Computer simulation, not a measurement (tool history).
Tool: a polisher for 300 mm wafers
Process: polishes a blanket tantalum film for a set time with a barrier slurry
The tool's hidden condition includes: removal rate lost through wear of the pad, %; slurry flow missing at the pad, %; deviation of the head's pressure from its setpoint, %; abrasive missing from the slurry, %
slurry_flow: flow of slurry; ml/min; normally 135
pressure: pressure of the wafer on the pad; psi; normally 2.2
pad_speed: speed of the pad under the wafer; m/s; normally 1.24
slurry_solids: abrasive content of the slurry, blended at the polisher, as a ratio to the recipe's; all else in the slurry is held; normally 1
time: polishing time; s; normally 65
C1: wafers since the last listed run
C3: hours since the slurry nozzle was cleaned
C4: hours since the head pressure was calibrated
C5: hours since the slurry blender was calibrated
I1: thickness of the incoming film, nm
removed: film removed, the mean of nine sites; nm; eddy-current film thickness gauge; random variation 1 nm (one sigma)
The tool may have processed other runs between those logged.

{"run": 1, "day": 0.0, "slurry_flow": 135, "pressure": 2.2, "pad_speed": 1.24, "slurry_solids": 1, "time": 81, "C1": 0, "wafers polished on this pad": 535, "C3": 531.2, "C4": 161, "C5": 295.7, "I1": 422.9, "removed": 188.9}
{"day": 0.438, "done": "worn pad replaced by a new one"}
{"run": 2, "day": 0.458, "slurry_flow": 135, "pressure": 2.2, "pad_speed": 1.24, "slurry_solids": 1, "time": 65, "C1": 68, "wafers polished on this pad": 4, "C3": 542.2, "C4": 172, "C5": 306.7, "I1": 434.8, "removed": 156.8}
{"run": 3, "day": 0.812, "slurry_flow": 135, "pressure": 2.2, "pad_speed": 1.24, "slurry_solids": 1, "time": 65, "C1": 83, "wafers polished on this pad": 87, "C3": 550.7, "C4": 180.5, "C5": 315.2, "I1": 429.5, "removed": 156.3}
{"run": 4, "day": 1.479, "slurry_flow": 135, "pressure": 2.2, "pad_speed": 1.24, "slurry_solids": 1, "time": 65, "C1": 156, "wafers polished on this pad": 243, "C3": 566.7, "C4": 196.5, "C5": 331.2, "I1": 427.1, "removed": 152.3}
{"run": 5, "day": 2.046, "slurry_flow": 135, "pressure": 2.2, "pad_speed": 1.44, "slurry_solids": 1, "time": 65, "C1": 132, "wafers polished on this pad": 376, "C3": 580.3, "C4": 210.1, "C5": 344.8, "I1": 434.3, "removed": 174.1}
{"run": 6, "day": 2.504, "slurry_flow": 135, "pressure": 2.2, "pad_speed": 1.24, "slurry_solids": 1, "time": 65, "C1": 107, "wafers polished on this pad": 484, "C3": 591.3, "C4": 221.1, "C5": 355.8, "I1": 430.5, "removed": 151.7}
{"run": 7, "day": 2.838, "slurry_flow": 135, "pressure": 2.2, "pad_speed": 1.24, "slurry_solids": 1, "time": 65, "C1": 78, "wafers polished on this pad": 562, "C3": 599.3, "C4": 229.1, "C5": 363.8, "I1": 434.9, "removed": 152.6}
{"day": 3.162, "done": "worn pad replaced by a new one"}
{"run": 8, "day": 3.396, "slurry_flow": 135, "pressure": 2.2, "pad_speed": 1.24, "slurry_solids": 1, "time": 65, "C1": 91, "wafers polished on this pad": 54, "C3": 612.7, "C4": 242.5, "C5": 377.2, "I1": 435.2, "removed": 157}
{"run": 9, "day": 4.108, "slurry_flow": 135, "pressure": 2.2, "pad_speed": 1.24, "slurry_solids": 1, "time": 80, "C1": 167, "wafers polished on this pad": 221, "C3": 629.8, "C4": 259.6, "C5": 394.3, "I1": 421, "removed": 188.1}
{"run": 10, "day": 4.375, "slurry_flow": 165, "pressure": 2.2, "pad_speed": 1.24, "slurry_solids": 1, "time": 65, "C1": 62, "wafers polished on this pad": 283, "C3": 636.2, "C4": 266, "C5": 400.7, "I1": 435, "removed": 156.6}
{"day": 4.717, "done": "slurry nozzle cleaned"}
{"run": 11, "day": 4.817, "slurry_flow": 120, "pressure": 2.2, "pad_speed": 1.24, "slurry_solids": 1.25, "time": 45, "C1": 93, "wafers polished on this pad": 377, "C3": 2.4, "C4": 276.6, "C5": 411.3, "I1": 424.6, "removed": 109.9}
{"run": 12, "day": 5.362, "slurry_flow": 135, "pressure": 2.2, "pad_speed": 1.24, "slurry_solids": 1, "time": 65, "C1": 127, "wafers polished on this pad": 505, "C3": 15.5, "C4": 289.7, "C5": 424.4, "I1": 436.9, "removed": 152}
{"day": 5.754, "done": "worn pad replaced by a new one"}
{"run": 13, "day": 5.775, "slurry_flow": 150, "pressure": 1.8, "pad_speed": 0.84, "slurry_solids": 1, "time": 43, "C1": 57, "wafers polished on this pad": 4, "C3": 25.4, "C4": 299.6, "C5": 434.3, "I1": 433, "removed": 66.6}
{"day": 5.979, "done": "slurry blender recalibrated"}
{"day": 6.012, "done": "head pressure recalibrated"}
{"run": 14, "day": 6.388, "slurry_flow": 135, "pressure": 2.2, "pad_speed": 1.24, "slurry_solids": 1, "time": 65, "C1": 116, "wafers polished on this pad": 121, "C3": 40.1, "C4": 9, "C5": 9.8, "I1": 423.6, "removed": 155.6}
{"run": 15, "day": 6.796, "slurry_flow": 135, "pressure": 2.2, "pad_speed": 1.24, "slurry_solids": 1, "time": 65, "C1": 95, "wafers polished on this pad": 217, "C3": 49.9, "C4": 18.8, "C5": 19.6, "I1": 433.4, "removed": 152.7}
{"run": 16, "day": 7.212, "slurry_flow": 135, "pressure": 2.2, "pad_speed": 1.54, "slurry_solids": 1, "time": 65, "C1": 97, "wafers polished on this pad": 314, "C3": 59.9, "C4": 28.8, "C5": 29.6, "I1": 432.9, "removed": 185.3}
{"day": 8.004, "done": "worn pad replaced by a new one"}
{"run": 17, "day": 8.025, "slurry_flow": 110, "pressure": 2.2, "pad_speed": 1.56, "slurry_solids": 1.2, "time": 71, "C1": 151, "wafers polished on this pad": 4, "C3": 79.4, "C4": 48.3, "C5": 49.1, "I1": 434.1, "removed": 213.4}

Predict each of these 4 candidate next runs independently; none follows another, all start after run 17:
{"run": "A", "day": 8.042, "slurry_flow": 135, "pressure": 2.2, "pad_speed": 1.24, "slurry_solids": 1, "time": 51, "C1": 3, "wafers polished on this pad": 8, "C3": 79.8, "C4": 48.7, "C5": 49.5, "I1": 431.6, "removed": "?"}
{"run": "B", "day": 8.042, "slurry_flow": 135, "pressure": 2.2, "pad_speed": 1.24, "slurry_solids": 1, "time": 87, "C1": 3, "wafers polished on this pad": 8, "C3": 79.8, "C4": 48.7, "C5": 49.5, "I1": 431.6, "removed": "?"}
{"run": "C", "day": 8.042, "slurry_flow": 95, "pressure": 1.9, "pad_speed": 1.24, "slurry_solids": 1, "time": 65, "C1": 3, "wafers polished on this pad": 8, "C3": 79.8, "C4": 48.7, "C5": 49.5, "I1": 431.6, "removed": "?"}
{"run": "D", "day": 8.042, "slurry_flow": 120, "pressure": 2.2, "pad_speed": 1.24, "slurry_solids": 1, "time": 65, "C1": 3, "wafers polished on this pad": 8, "C3": 79.8, "C4": 48.7, "C5": 49.5, "I1": 431.6, "removed": "?"}

run=A removed=121.4
run=B removed=207.2
run=C removed=135.1
run=D removed=152.7
Stripped of hidden state, with their random variation kept, the same runs would have yielded:
run=A removed=121.7
run=B removed=207.6
run=C removed=135.3
run=D removed=153
